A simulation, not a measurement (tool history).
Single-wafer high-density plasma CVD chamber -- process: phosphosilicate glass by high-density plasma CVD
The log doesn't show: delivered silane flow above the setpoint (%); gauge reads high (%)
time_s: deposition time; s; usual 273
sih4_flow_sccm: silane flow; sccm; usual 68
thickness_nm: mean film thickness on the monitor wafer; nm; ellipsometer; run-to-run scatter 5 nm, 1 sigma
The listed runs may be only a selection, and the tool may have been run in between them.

run    hour  time_s  sih4_flow_sccm  wafers since the last listed run  hours since the silane flow controller was replaced  hours since the gauge calibration  read-back reference wafer on the same gauge, thickness_nm  thickness_nm
  1       0     273              68                                 0                                               1602.3                              689.8                                                   1740.251       1882.59
  2     107     273              68                               720                                               1709.3                              796.8                                                   1740.988      1870.902
  3   154.1     273              68                               317                                               1756.4                              843.9                                                   1739.147      1876.546
  4   258.8     273              68                               705                                               1861.1                              948.6                                                   1739.595      1887.531
  5   354.9     273              68                               647                                               1957.2                             1044.7                                                   1741.293      1878.544
  6   438.6     273              68                               563                                               2040.9                             1128.4                                                   1742.571      1883.868
  7   505.8     273              68                               452                                               2108.1                             1195.6                                                   1741.252       1895.81
  8   583.5     273              68                               523                                               2185.8                             1273.3                                                   1740.909      1887.231
  9   670.4     273              68                               585                                               2272.7                             1360.2                                                   1738.733      1885.023
 10   765.9     273              68                               643                                               2368.2                             1455.7                                                   1741.527      1891.464
 11   859.1     273              68                               627                                               2461.4                             1548.9                                                     1743.1      1885.602
 12   913.2     273              68                               364                                               2515.5                               1603                                                   1740.258      1889.924
     1086.2  -- gauge calibrated
 13  1117.1     273              68                              1373                                               2719.4                               30.9                                                   1740.401      1892.463
 14  1185.3     273              68                               459                                               2787.6                               99.1                                                       1740      1893.485
 15  1249.4     273              68                               431                                               2851.7                              163.2                                                   1740.829      1884.808
 16  1355.6     273              68                               715                                               2957.9                              269.4                                                   1741.523      1901.625
 17    1442     273              68                               582                                               3044.3                              355.8                                                   1737.648      1893.864
 18  1517.4     273              68                               508                                               3119.7                              431.2                                                   1739.827       1892.29
 19  1561.2     273              79                               295                                               3163.5                                475                                                   1740.297      2198.142
 20  1633.9     225              68                               489                                               3236.2                              547.7                                                    1739.14      1558.515
 21  1708.9     232              63                               505                                               3311.2                              622.7                                                   1737.702      1496.591
 22  1810.6     256              60                               685                                               3412.9                              724.4                                                   1739.534      1575.738
 23  1898.4     273              68                               591                                               3500.7                              812.2                                                   1739.616      1896.805
 24  1991.1     234              68                               624                                               3593.4                              904.9                                                   1741.779       1627.27
     2005.3  -- silane flow controller replaced
 25    2076     273              68                               518                                                 70.7                              989.8                                                   1740.584      1843.726
 26  2142.8     273              68                               450                                                137.5                             1056.6                                                   1740.584      1852.729
 27  2238.1     230              55                               642                                                232.8                             1151.9                                                    1739.51      1261.962
 28  2312.4     294              68                               500                                                307.1                             1226.2                                                   1739.959      1994.259
 29  2383.7     273              74                               480                                                378.4                             1297.5                                                   1739.145      2017.226
 30  2425.6     230              61                               282                                                420.3                             1339.4                                                   1741.123      1396.279
 31  2479.6     224              62                               363                                                474.3                             1393.4                                                   1740.785      1381.628
 32  2537.8     273              68                               392                                                532.5                             1451.6                                                   1741.821      1856.596
 33  2627.3     273              72                               603                                                  622                             1541.1                                                   1741.853       1961.42

What the log doesn't show, run by run:
gauge reads high (%): 0, the same for each run
H1: delivered silane flow above the setpoint (%)
run      H1
  1    1.17
  2    1.24
  3    1.27
  4    1.33
  5    1.39
  6    1.44
  7    1.48
  8    1.53
  9    1.58
 10    1.64
 11     1.7
 12    1.73
 13    1.86
 14     1.9
 15    1.94
 16       2
 17    2.05
 18     2.1
 19    2.13
 20    2.17
 21    2.22
 22    2.28
 23    2.33
 24    2.39
 25  -0.504
 26  -0.463
 27  -0.405
 28  -0.359
 29  -0.316
 30   -0.29
 31  -0.257
 32  -0.222
 33  -0.167
